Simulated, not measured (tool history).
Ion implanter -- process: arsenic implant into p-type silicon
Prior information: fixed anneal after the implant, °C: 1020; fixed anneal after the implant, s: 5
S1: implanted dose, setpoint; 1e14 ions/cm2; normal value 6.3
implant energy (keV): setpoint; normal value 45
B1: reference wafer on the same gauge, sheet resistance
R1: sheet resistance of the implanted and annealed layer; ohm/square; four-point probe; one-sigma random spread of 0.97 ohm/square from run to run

{"run": 1, "hour": 0.0, "S1": 6.3, "implant energy (keV)": 45, "B1": 174.83, "R1": 179.21}
{"run": 2, "hour": 70.6, "S1": 6.3, "implant energy (keV)": 45, "B1": 174.89, "R1": 178.18}
{"run": 3, "hour": 162.5, "S1": 7.5, "implant energy (keV)": 45, "B1": 174.74, "R1": 157.19}
{"run": 4, "hour": 259.6, "S1": 7.5, "implant energy (keV)": 45, "B1": 174.95, "R1": 155.08}
{"run": 5, "hour": 358.6, "S1": 7.5, "implant energy (keV)": 45, "B1": 174.92, "R1": 156.92}
{"run": 6, "hour": 426.7, "S1": 6.3, "implant energy (keV)": 52.5, "B1": 175.33, "R1": 173.05}
{"run": 7, "hour": 482.1, "S1": 6.3, "implant energy (keV)": 45, "B1": 174.95, "R1": 177.36}
{"run": 8, "hour": 540.1, "S1": 5.57, "implant energy (keV)": 45, "B1": 174.84, "R1": 193.86}
{"run": 9, "hour": 634.7, "S1": 7.27, "implant energy (keV)": 45, "B1": 175.13, "R1": 158.03}
{"run": 10, "hour": 695.9, "S1": 7.27, "implant energy (keV)": 45, "B1": 174.85, "R1": 158.6}
{"run": 11, "hour": 750.7, "S1": 7.27, "implant energy (keV)": 45, "B1": 175.17, "R1": 161.08}
{"run": 12, "hour": 847.4, "S1": 6.3, "implant energy (keV)": 39, "B1": 174.78, "R1": 181.26}
{"run": 13, "hour": 907.1, "S1": 6.3, "implant energy (keV)": 39, "B1": 174.95, "R1": 180.95}
{"run": 14, "hour": 1005.0, "S1": 5.1, "implant energy (keV)": 45, "B1": 174.94, "R1": 206.87}
{"run": 15, "hour": 1067.0, "S1": 6.3, "implant energy (keV)": 45, "B1": 174.97, "R1": 177.24}
{"hour": 1089.2, "done": "extraction supply calibrated"}
{"run": 16, "hour": 1139.3, "S1": 6.3, "implant energy (keV)": 50, "B1": 175.07, "R1": 173.83}
{"run": 17, "hour": 1203.7, "S1": 6.84, "implant energy (keV)": 32.5, "B1": 174.71, "R1": 178.82}
{"run": 18, "hour": 1263.5, "S1": 7.33, "implant energy (keV)": 32.5, "B1": 175.05, "R1": 168.29}
{"run": 19, "hour": 1301.3, "S1": 6.3, "implant energy (keV)": 45, "B1": 174.98, "R1": 175.74}
{"run": 20, "hour": 1386.5, "S1": 5.2, "implant energy (keV)": 32, "B1": 175.48, "R1": 217.11}
{"run": 21, "hour": 1441.0, "S1": 5.08, "implant energy (keV)": 45, "B1": 175.65, "R1": 207.46}
{"run": 22, "hour": 1535.7, "S1": 5.78, "implant energy (keV)": 38.5, "B1": 174.91, "R1": 193.33}
{"run": 23, "hour": 1641.1, "S1": 6.3, "implant energy (keV)": 45, "B1": 175, "R1": 176.54}
{"run": 24, "hour": 1749.0, "S1": 6.95, "implant energy (keV)": 49.5, "B1": 175.65, "R1": 161.22}
{"run": 25, "hour": 1849.2, "S1": 6.3, "implant energy (keV)": 45, "B1": 175.33, "R1": 176.48}
{"hour": 1867.6, "done": "Faraday cup replaced and dose calibrated"}
{"run": 26, "hour": 2011.8, "S1": 6.3, "implant energy (keV)": 45, "B1": 175.4, "R1": 178.71}
{"run": 27, "hour": 2073.2, "S1": 5.11, "implant energy (keV)": 40, "B1": 174.59, "R1": 210.87}
{"hour": 2146.0, "done": "gauge calibrated"}
{"run": 28, "hour": 2175.4, "S1": 7.91, "implant energy (keV)": 45, "B1": 174.48, "R1": 151.59}
{"run": 29, "hour": 2250.9, "S1": 8.14, "implant energy (keV)": 50.5, "B1": 174.82, "R1": 143.66}
{"run": 30, "hour": 2350.4, "S1": 6.3, "implant energy (keV)": 45, "B1": 175.14, "R1": 176.52}
{"run": 31, "hour": 2457.7, "S1": 7.2, "implant energy (keV)": 37.5, "B1": 174.85, "R1": 164.63}
{"run": 32, "hour": 2521.7, "S1": 6.3, "implant energy (keV)": 45, "B1": 174.77, "R1": 177.78}
{"run": 33, "hour": 2625.5, "S1": 5.74, "implant energy (keV)": 59.5, "B1": 175.07, "R1": 183.01}
{"run": 34, "hour": 2708.8, "S1": 5.54, "implant energy (keV)": 35, "B1": 175.15, "R1": 202.19}
{"run": 35, "hour": 2744.9, "S1": 6.3, "implant energy (keV)": 45, "B1": 174.9, "R1": 178.69}
{"run": 36, "hour": 2832.0, "S1": 7.15, "implant energy (keV)": 49.5, "B1": 174.83, "R1": 157.92}

5 options for the next run, each taken on its own from the tool as it stands now. Forecast them:
{"run": "A", "hour": 2832.4, "S1": 6.3, "implant energy (keV)": 45, "B1": "?", "R1": "?"}
{"run": "B", "hour": 2832.4, "S1": 5.72, "implant energy (keV)": 45, "B1": "?", "R1": "?"}
{"run": "C", "hour": 2832.4, "S1": 7.39, "implant energy (keV)": 36.5, "B1": "?", "R1": "?"}
{"run": "D", "hour": 2832.4, "S1": 4.6, "implant energy (keV)": 50.5, "B1": "?", "R1": "?"}
{"run": "E", "hour": 2832.4, "S1": 7.42, "implant energy (keV)": 57, "B1": "?", "R1": "?"}

run=A B1=174.93 R1=177.35
run=B B1=174.93 R1=190.81
run=C B1=174.93 R1=163.8
run=D B1=174.93 R1=220.7
run=E B1=174.93 R1=150.87
The same runs, with their run-to-run variation unchanged, on a tool lacking any hidden condition would have given:
run=A R1=177.35
run=B R1=190.81
run=C R1=163.8
run=D R1=220.7
run=E R1=150.87

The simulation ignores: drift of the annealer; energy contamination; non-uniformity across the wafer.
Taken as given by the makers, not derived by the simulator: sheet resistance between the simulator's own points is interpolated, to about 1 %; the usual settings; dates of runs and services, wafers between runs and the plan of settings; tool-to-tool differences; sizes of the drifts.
